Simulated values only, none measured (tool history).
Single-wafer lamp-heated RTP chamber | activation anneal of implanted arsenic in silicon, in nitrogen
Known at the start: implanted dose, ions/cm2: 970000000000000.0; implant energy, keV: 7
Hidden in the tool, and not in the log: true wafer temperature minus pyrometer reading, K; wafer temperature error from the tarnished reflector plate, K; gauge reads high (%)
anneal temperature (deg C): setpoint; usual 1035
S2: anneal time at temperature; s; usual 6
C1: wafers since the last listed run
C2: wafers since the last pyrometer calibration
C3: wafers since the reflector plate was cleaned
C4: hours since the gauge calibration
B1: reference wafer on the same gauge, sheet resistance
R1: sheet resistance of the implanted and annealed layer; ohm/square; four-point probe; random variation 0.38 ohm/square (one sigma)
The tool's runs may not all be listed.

run 1 hour=0.0 | anneal_temperature_(deg_C)=1035 S2=5 | C1=0 C2=1295 C3=3515 C4=95.7 | B1=200.96 | R1=184.47
run 2 hour=14.3 | anneal_temperature_(deg_C)=1035 S2=5 | C1=139 C2=1435 C3=3655 C4=110.0 | B1=201.14 | R1=184.95
run 3 hour=24.8 | anneal_temperature_(deg_C)=1035 S2=5 | C1=102 C2=1537 C3=3757 C4=120.5 | B1=201.07 | R1=184.95
run 4 hour=37.5 | anneal_temperature_(deg_C)=1051 S2=5 | C1=123 C2=1661 C3=3881 C4=133.2 | B1=200.91 | R1=171.99
run 5 hour=49.2 | anneal_temperature_(deg_C)=1051 S2=5 | C1=114 C2=1775 C3=3995 C4=144.9 | B1=201.03 | R1=171.59
-- hour=65.5 pyrometer window cleaned and pyrometer calibrated
run 6 hour=66.0 | anneal_temperature_(deg_C)=1051 S2=5 | C1=85 C2=4 C3=4081 C4=161.7 | B1=200.97 | R1=171.86
run 7 hour=66.4 | anneal_temperature_(deg_C)=1035 S2=6 | C1=3 C2=8 C3=4085 C4=162.1 | B1=201.01 | R1=179.04
run 8 hour=77.6 | anneal_temperature_(deg_C)=1035 S2=6 | C1=109 C2=117 C3=4195 C4=173.3 | B1=201.10 | R1=179.45
run 9 hour=93.0 | anneal_temperature_(deg_C)=1035 S2=6 | C1=150 C2=268 C3=4345 C4=188.7 | B1=201.08 | R1=179.13
run 10 hour=106.5 | anneal_temperature_(deg_C)=1035 S2=6 | C1=131 C2=399 C3=4477 C4=202.2 | B1=201.09 | R1=178.25
run 11 hour=114.9 | anneal_temperature_(deg_C)=1035 S2=6 | C1=82 C2=481 C3=4559 C4=210.6 | B1=200.93 | R1=178.55
-- hour=125.4 reflector plate cleaned
run 12 hour=125.9 | anneal_temperature_(deg_C)=1035 S2=6 | C1=29 C2=511 C3=4 C4=221.6 | B1=200.80 | R1=178.67
run 13 hour=134.0 | anneal_temperature_(deg_C)=1035 S2=6 | C1=79 C2=590 C3=84 C4=229.7 | B1=201.03 | R1=179.09
run 14 hour=142.2 | anneal_temperature_(deg_C)=1035 S2=7 | C1=80 C2=670 C3=164 C4=237.9 | B1=201.15 | R1=174.67
run 15 hour=159.4 | anneal_temperature_(deg_C)=1035 S2=7 | C1=167 C2=838 C3=331 C4=255.1 | B1=201.04 | R1=173.81
run 16 hour=172.6 | anneal_temperature_(deg_C)=1035 S2=7 | C1=128 C2=967 C3=460 C4=268.3 | B1=200.96 | R1=174.30
run 17 hour=181.6 | anneal_temperature_(deg_C)=1061 S2=7 | C1=87 C2=1054 C3=548 C4=277.3 | B1=201.11 | R1=154.27
run 18 hour=198.0 | anneal_temperature_(deg_C)=1035 S2=6 | C1=160 C2=1215 C3=708 C4=293.7 | B1=200.91 | R1=178.63
run 19 hour=205.7 | anneal_temperature_(deg_C)=1044 S2=3 | C1=75 C2=1290 C3=783 C4=301.4 | B1=201.10 | R1=192.77
run 20 hour=215.6 | anneal_temperature_(deg_C)=1035 S2=6 | C1=96 C2=1386 C3=880 C4=311.3 | B1=201.15 | R1=178.77
run 21 hour=221.8 | anneal_temperature_(deg_C)=1019 S2=9 | C1=60 C2=1447 C3=941 C4=317.5 | B1=201.04 | R1=179.78
-- hour=224.4 gauge calibrated
run 22 hour=228.1 | anneal_temperature_(deg_C)=1035 S2=6 | C1=61 C2=1508 C3=1002 C4=3.7 | B1=201.21 | R1=179.25
run 23 hour=236.0 | anneal_temperature_(deg_C)=1054 S2=6 | C1=77 C2=1586 C3=1079 C4=11.6 | B1=201.06 | R1=163.76
run 24 hour=251.4 | anneal_temperature_(deg_C)=1035 S2=4 | C1=150 C2=1736 C3=1230 C4=27.0 | B1=201.07 | R1=191.57
-- hour=269.5 pyrometer window cleaned and pyrometer calibrated
run 25 hour=270.0 | anneal_temperature_(deg_C)=1043 S2=4 | C1=103 C2=4 C3=1333 C4=45.6 | B1=201.05 | R1=184.53
run 26 hour=270.3 | anneal_temperature_(deg_C)=1049 S2=4 | C1=2 C2=7 C3=1336 C4=45.9 | B1=201.02 | R1=180.48
run 27 hour=282.0 | anneal_temperature_(deg_C)=1061 S2=6 | C1=114 C2=121 C3=1450 C4=57.6 | B1=201.08 | R1=159.45
run 28 hour=299.0 | anneal_temperature_(deg_C)=1026 S2=3 | C1=165 C2=287 C3=1616 C4=74.6 | B1=201.14 | R1=206.35
run 29 hour=315.1 | anneal_temperature_(deg_C)=1044 S2=8 | C1=157 C2=445 C3=1773 C4=90.7 | B1=200.88 | R1=162.49
run 30 hour=331.1 | anneal_temperature_(deg_C)=1035 S2=6 | C1=156 C2=601 C3=1930 C4=106.7 | B1=201.00 | R1=178.46
run 31 hour=337.9 | anneal_temperature_(deg_C)=1021 S2=6 | C1=66 C2=667 C3=1996 C4=113.5 | B1=200.98 | R1=190.46
run 32 hour=347.4 | anneal_temperature_(deg_C)=1049 S2=5 | C1=92 C2=760 C3=2089 C4=123.0 | B1=201.06 | R1=173.78
run 33 hour=363.8 | anneal_temperature_(deg_C)=1035 S2=6 | C1=160 C2=920 C3=2249 C4=139.4 | B1=200.97 | R1=179.20
run 34 hour=372.8 | anneal_temperature_(deg_C)=1063 S2=6 | C1=87 C2=1008 C3=2337 C4=148.4 | B1=200.89 | R1=157.27
run 35 hour=381.2 | anneal_temperature_(deg_C)=1035 S2=6 | C1=82 C2=1090 C3=2419 C4=156.8 | B1=201.10 | R1=178.62
run 36 hour=389.9 | anneal_temperature_(deg_C)=1049 S2=6 | C1=84 C2=1175 C3=2504 C4=165.5 | B1=200.97 | R1=167.43
run 37 hour=419.0 | anneal_temperature_(deg_C)=1035 S2=6 | C1=284 C2=1459 C3=2788 C4=194.6 | B1=200.97 | R1=178.09

Hidden state at the last listed run before each entry between runs and at the first one after, where it differs:
Between runs 5 and 6: pyrometer window cleaned and pyrometer calibrated (hour 65.5)
  no hidden state differs between the two runs
Between runs 11 and 12: reflector plate cleaned (hour 125.4)
  no hidden state differs between the two runs
Between runs 21 and 22: gauge calibrated (hour 224.4)
  no hidden state differs between the two runs
Between runs 24 and 25: pyrometer window cleaned and pyrometer calibrated (hour 269.5)
  no hidden state differs between the two runs
